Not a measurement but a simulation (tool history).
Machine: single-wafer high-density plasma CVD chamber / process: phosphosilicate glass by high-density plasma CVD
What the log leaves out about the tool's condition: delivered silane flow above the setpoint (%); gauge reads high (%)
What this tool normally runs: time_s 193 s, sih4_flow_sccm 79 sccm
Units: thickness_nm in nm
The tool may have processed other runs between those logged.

run,hour,time_s,sih4_flow_sccm,wafers since the last listed run,hours since the silane flow controller was replaced,hours since the gauge calibration,"read-back reference wafer on the same gauge, thickness_nm",thickness_nm
1,0,193,79,0,1714.7,509.1,1552.869,1615.381
2,28.1,193,79,203,1742.8,537.2,1547.11,1611.033
3,58.5,193,79,220,1773.2,567.6,1547.583,1619.024
4,72.3,193,79,100,1787,581.4,1550.935,1612.389
5,94.6,193,79,161,1809.3,603.7,1546.528,1619.631
6,128.5,193,79,245,1843.2,637.6,1551.835,1609.44
7,211.9,193,79,605,1926.6,721,1549.47,1614.161
8,243.8,193,79,231,1958.5,752.9,1548.328,1619.937
9,271.4,212,83,200,1986.1,780.5,1548.048,1850.63
10,300.1,193,79,208,2014.8,809.2,1549.939,1623.404
11,320.7,193,79,149,2035.4,829.8,1548.502,1630.741
12,345.4,163,79,179,2060.1,854.5,1546.528,1368.983
13,373.4,193,79,203,2088.1,882.5,1548.551,1634.669
14,396.8,193,79,169,2111.5,905.9,1549.184,1624.53
15,428,193,79,226,2142.7,937.1,1549.766,1624.047
16,442.6,222,79,105,2157.3,951.7,1551.426,1886.776
# hour 455.8: gauge calibrated
17,461.3,222,79,135,2176,5.5,1547.386,1863.748
18,495.6,222,79,248,2210.3,39.8,1553.129,1867.973
19,508.2,193,79,91,2222.9,52.4,1548.593,1633.582
# hour 538.6: silane flow controller replaced
20,541.9,169,92,186,3.3,86.1,1548.318,1456.468
21,574.7,171,79,237,36.1,118.9,1553.054,1328.222
22,589.7,167,86,108,51.1,133.9,1550.826,1375.886
23,606.6,220,65,122,68,150.8,1550.08,1491.595
24,639.1,193,79,235,100.5,183.3,1553.472,1495.709
25,654.6,193,67,112,116,198.8,1548.919,1336.28
26,682.7,193,79,203,144.1,226.9,1549.024,1489.063
27,697.5,193,94,107,158.9,241.7,1549.63,1700.312
# hour 773.5: silane flow controller replaced, repeated, since the last time left the tool worse
28,774,231,79,496,0.5,318.2,1549.674,1905.243
29,796.8,173,79,165,23.3,341,1550.17,1417.965
30,819.9,193,83,167,46.4,364.1,1551.245,1646.242
31,846.4,193,79,192,72.9,390.6,1551.175,1588.816
32,872.8,220,79,191,99.3,417,1548.116,1805.355
33,904.4,193,79,229,130.9,448.6,1550.486,1576.026
34,921.7,211,79,125,148.2,465.9,1550.243,1733.57
35,939.3,193,79,127,165.8,483.5,1550.513,1575.881
36,957.8,161,75,134,184.3,502,1547.207,1278.294
37,973.2,193,79,111,199.7,517.4,1552.001,1583.24
38,999.7,193,79,192,226.2,543.9,1550.561,1592.105
39,1017.9,157,85,132,244.4,562.1,1549.462,1355.889

The logged runs with the hidden state left out (each run's random variation unchanged):
run,thickness_nm
1,1586.092
2,1580.974
3,1587.878
4,1580.942
5,1587.34
6,1576.276
7,1578.164
8,1582.732
9,1807.045
10,1584.171
11,1590.601
12,1334.545
13,1592.532
14,1581.803
15,1580.183
16,1835.185
17,1811.983
18,1814.596
19,1586.418
20,1542.192
21,1406.387
22,1456.845
23,1579.343
24,1583.648
25,1414.817
26,1576.511
27,1800.118
28,1903.877
29,1416.944
30,1645.042
31,1587.629
32,1803.961
33,1574.744
34,1732.113
35,1574.508
36,1277.134
37,1581.75
38,1590.506
39,1354.462
